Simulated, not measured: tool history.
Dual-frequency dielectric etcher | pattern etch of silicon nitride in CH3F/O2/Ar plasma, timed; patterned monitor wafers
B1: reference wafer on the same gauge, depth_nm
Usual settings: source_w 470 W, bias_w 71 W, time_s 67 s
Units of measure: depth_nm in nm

run 1 hour=0 | source_w=470 bias_w=59 time_s=57.5 | B1=44.89 | depth_nm=38.87
run 2 hour=67.4 | source_w=470 bias_w=84 time_s=67 | B1=44.78 | depth_nm=53.25
-- hour=119.9 source power generator calibrated
run 3 hour=168.4 | source_w=470 bias_w=84 time_s=67 | B1=44.81 | depth_nm=53.23
-- hour=236.9 upper electrode replaced
run 4 hour=263 | source_w=400 bias_w=71 time_s=67 | B1=44.88 | depth_nm=44.59
-- hour=299.4 wet clean of the chamber
run 5 hour=324.7 | source_w=400 bias_w=71 time_s=67 | B1=44.8 | depth_nm=44.78
run 6 hour=388.9 | source_w=470 bias_w=62 time_s=50.5 | B1=44.86 | depth_nm=34.87
-- hour=409.4 bias power generator calibrated
run 7 hour=446.8 | source_w=530 bias_w=71 time_s=67 | B1=44.78 | depth_nm=50.11
run 8 hour=530 | source_w=470 bias_w=71 time_s=67 | B1=44.88 | depth_nm=46.98
run 9 hour=585.7 | source_w=440 bias_w=87 time_s=67 | B1=44.8 | depth_nm=49.59
run 10 hour=665.9 | source_w=470 bias_w=71 time_s=67 | B1=44.9 | depth_nm=47.39
run 11 hour=733.2 | source_w=410 bias_w=71 time_s=51.5 | B1=44.74 | depth_nm=33.27
run 12 hour=783.3 | source_w=470 bias_w=71 time_s=67 | B1=44.76 | depth_nm=47.18
run 13 hour=939.7 | source_w=390 bias_w=55 time_s=78.5 | B1=44.85 | depth_nm=43.61
-- hour=1078.4 bias power generator calibrated, repeated, since the last time left the tool worse
-- hour=1166.4 wet clean of the chamber
run 14 hour=1258.3 | source_w=470 bias_w=83 time_s=67 | B1=44.82 | depth_nm=52.47
run 15 hour=1525 | source_w=410 bias_w=71 time_s=83.5 | B1=44.8 | depth_nm=55.6
-- hour=1539 gauge calibrated
run 16 hour=1596 | source_w=550 bias_w=71 time_s=47.5 | B1=44.73 | depth_nm=38.03
run 17 hour=1643.2 | source_w=360 bias_w=66 time_s=82 | B1=44.83 | depth_nm=48.18
run 18 hour=1702.8 | source_w=470 bias_w=58 time_s=67 | B1=44.81 | depth_nm=44.37
run 19 hour=1902.8 | source_w=470 bias_w=71 time_s=67 | B1=44.75 | depth_nm=48.49
run 20 hour=1990.4 | source_w=470 bias_w=71 time_s=67 | B1=44.69 | depth_nm=48.95
run 21 hour=2074.1 | source_w=470 bias_w=84 time_s=67 | B1=44.82 | depth_nm=52.67

Run 22 has not been measured yet. What should we expect?
-- hour=2106.8 wet clean of the chamber
run 22 hour=2173 | source_w=580 bias_w=60 time_s=76.5 | B1=? | depth_nm=?

For run 22 the tool returned B1 44.9, depth_nm 58.72 nm.
The same run, on a tool lacking any hidden state, would have yielded depth_nm 58.55 nm.
